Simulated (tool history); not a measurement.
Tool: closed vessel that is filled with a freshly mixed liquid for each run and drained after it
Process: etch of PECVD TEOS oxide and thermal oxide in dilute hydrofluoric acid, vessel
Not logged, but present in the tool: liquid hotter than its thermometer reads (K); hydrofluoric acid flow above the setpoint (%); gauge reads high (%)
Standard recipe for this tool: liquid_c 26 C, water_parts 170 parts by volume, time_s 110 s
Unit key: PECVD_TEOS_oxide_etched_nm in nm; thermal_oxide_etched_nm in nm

| run | day | liquid_c | water_parts | time_s | wafers since the last listed run | hours since the thermometer was replaced | hours since the hydrofluoric acid flow meter was replaced | hours since the gauge calibration | read-back film thickness of the PECVD TEOS oxide reference wafer, read on the same gauge (nm) | read-back film thickness of the thermal oxide reference wafer, read on the same gauge (nm) | PECVD_TEOS_oxide_etched_nm | thermal_oxide_etched_nm |
|---|---|---|---|---|---|---|---|---|---|---|---|---|
| 1 | 0.000 | 26 | 170 | 110 | 0 | 605.7 | 891.9 | 397.1 | 120.00 | 89.977 | 10.65 | 3.253 |
| 2 | 2.942 | 26 | 170 | 110 | 8505 | 676.3 | 962.5 | 467.7 | 119.98 | 89.980 | 10.72 | 3.189 |
| 3 | 7.371 | 26 | 170 | 110 | 12806 | 782.6 | 1068.8 | 574.0 | 119.99 | 90.006 | 10.77 | 3.267 |
| 4 | 11.729 | 26 | 170 | 110 | 12602 | 887.2 | 1173.4 | 678.6 | 120.03 | 90.023 | 10.88 | 3.279 |
| 5 | 14.288 | 26 | 170 | 110 | 7397 | 948.6 | 1234.8 | 740.0 | 119.98 | 90.002 | 10.93 | 3.266 |
| 6 | 17.338 | 26 | 170 | 110 | 8819 | 1021.8 | 1308.0 | 813.2 | 120.06 | 90.032 | 10.94 | 3.256 |
| 7 | 19.875 | 26 | 170 | 110 | 7337 | 1082.7 | 1368.9 | 874.1 | 119.99 | 89.993 | 10.96 | 3.273 |
|  | 20.292 | hydrofluoric acid flow meter replaced |
| 8 | 23.788 | 26 | 215 | 110 | 11192 | 1176.6 | 83.9 | 968.0 | 119.95 | 90.027 | 7.70 | 2.302 |
| 9 | 26.950 | 26 | 215 | 110 | 9144 | 1252.5 | 159.8 | 1043.9 | 119.96 | 89.982 | 7.75 | 2.311 |

Run 10 has not been measured yet. What should we expect?
|  | 27.271 | thermometer replaced |
| 10 | 31.267 | 28 | 135 | 135 | 12361 | 95.9 | 263.4 | 1147.5 | ? | ? | ? | ? |

{"run 10": {"read-back film thickness of the PECVD TEOS oxide reference wafer, read on the same gauge (nm)": 120.01, "read-back film thickness of the thermal oxide reference wafer, read on the same gauge (nm)": 89.971, "PECVD_TEOS_oxide_etched_nm": 18.03, "thermal_oxide_etched_nm": 5.492}}
On a tool with no hidden condition, and with the same random variation, this run would have come out at PECVD_TEOS_oxide_etched_nm 17.73 nm, thermal_oxide_etched_nm 5.402 nm.
